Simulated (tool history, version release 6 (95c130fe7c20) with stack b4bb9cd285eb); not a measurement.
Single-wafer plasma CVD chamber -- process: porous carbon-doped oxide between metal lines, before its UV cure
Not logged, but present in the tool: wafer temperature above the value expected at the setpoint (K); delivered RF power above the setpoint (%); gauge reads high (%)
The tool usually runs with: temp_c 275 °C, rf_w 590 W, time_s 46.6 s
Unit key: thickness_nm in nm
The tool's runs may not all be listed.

run	hour	temp_c	rf_w	time_s	wafers since the last listed run	hours since the last thermocouple change	hours since the last RF generator calibration	hours since the showerhead was replaced	hours since the gauge calibration	read-back reference wafer on the same gauge, thickness_nm	thickness_nm
1	0	275	590	46.6	0	1795.4	601.4	633.6	2552.2	304.026	316.528
2	94.3	275	590	46.6	2741	1889.7	695.7	727.9	2646.5	303.777	317.375
3	148.3	275	590	46.6	1569	1943.7	749.7	781.9	2700.5	304.315	317.299
4	209.6	282	640	46.6	1781	2005	811	843.2	2761.8	304.369	325.561
5	432.5	282	640	46.6	6479	2227.9	1033.9	1066.1	2984.7	304.216	324.431
6	475.8	282	640	46.6	1258	2271.2	1077.2	1109.4	3028	304.267	324.699
7	526.1	275	590	39.5	1462	2321.5	1127.5	1159.7	3078.3	303.935	268.688
8	570.2	275	590	39.5	1281	2365.6	1171.6	1203.8	3122.4	303.94	269.872
9	623.5	275	590	46.6	1549	2418.9	1224.9	1257.1	3175.7	303.894	315.512
10	683.7	275	590	46.6	1749	2479.1	1285.1	1317.3	3235.9	304.199	316.571
11	781.9	275	590	46.6	2854	2577.3	1383.3	1415.5	3334.1	303.953	317.094
12	872.2	275	505	46.6	2624	2667.6	1473.6	1505.8	3424.4	303.883	281.046
# hour 911.5: gauge calibrated
13	947.9	275	505	46.6	2200	2743.3	1549.3	1581.5	36.4	303.728	281.483
# hour 1000: thermocouple changed; heater temperature recalibrated
14	1029.6	275	505	46.6	2142	29.6	1631	1663.2	118.1	303.677	274.928
15	1067.1	275	495	46.6	1090	67.1	1668.5	1700.7	155.6	303.861	269.224
16	1197.7	275	495	46.6	3796	197.7	1799.1	1831.3	286.2	304.048	270.188
17	1242.1	275	690	39.4	1290	242.1	1843.5	1875.7	330.6	303.629	295.859
18	1294.2	275	590	46.6	1514	294.2	1895.6	1927.8	382.7	304.169	308.969
19	1399.9	265	485	46.6	3072	399.9	2001.3	2033.5	488.4	303.534	280.488
20	1454.9	275	590	46.6	1598	454.9	2056.3	2088.5	543.4	304.285	310.832
# hour 1516.8: thermocouple changed; heater temperature recalibrated, repeated, since the last time left the tool worse
21	1556.3	275	475	38.2	2715	39.5	2157.7	2189.9	644.8	304.132	224.227
22	1607	275	655	37.5	1473	90.2	2208.4	2240.6	695.5	303.87	281.606
23	1644.3	275	590	46.6	1084	127.5	2245.7	2277.9	732.8	304.08	321.41
24	1693.9	275	590	46.6	1441	177.1	2295.3	2327.5	782.4	303.57	320.089
# hour 1748.3: RF generator calibrated
25	1796.4	265	535	43.7	2747	279.6	48.1	2430	884.9	304.314	295.302
# hour 1859: showerhead replaced
26	1859.5	284	590	49.6	1601	342.7	111.2	0.5	948	303.738	322.087
27	1894.7	275	590	46.6	1023	377.9	146.4	35.7	983.2	304.203	319.085
28	1994.4	279	475	39.9	2898	477.6	246.1	135.4	1082.9	304.021	225.939
29	2098.8	280	590	43.2	3034	582	350.5	239.8	1187.3	304.107	287.387
30	2188.5	275	590	46.6	2607	671.7	440.2	329.5	1277	303.972	317.435
31	2256.8	264	590	43.4	1985	740	508.5	397.8	1345.3	304.09	317.951
32	2307.8	265	485	46.6	1482	791	559.5	448.8	1396.3	304.106	287.815
33	2383.2	288	525	46.6	2191	866.4	634.9	524.2	1471.7	304.013	268.916
34	2438.1	263	590	46.6	1595	921.3	689.8	579.1	1526.6	303.976	339.871
35	2516.1	275	590	46.6	2267	999.3	767.8	657.1	1604.6	303.888	315.958

Each row is a separate what-if for the run after 35, all from the same tool condition, not one after another. Results?
A	2516.5	275	590	50.2	11	999.7	768.2	657.5	1605	?	?
B	2516.5	275	590	41	11	999.7	768.2	657.5	1605	?	?
C	2516.5	275	590	43.1	11	999.7	768.2	657.5	1605	?	?

run	read-back reference wafer on the same gauge, thickness_nm	thickness_nm
A	304.394	342.672
B	304.394	281.144
C	304.394	295.193
With the hidden condition removed and each run's random variation left untouched, the same runs would have given:
run	thickness_nm
A	347.538
B	285.136
C	299.384
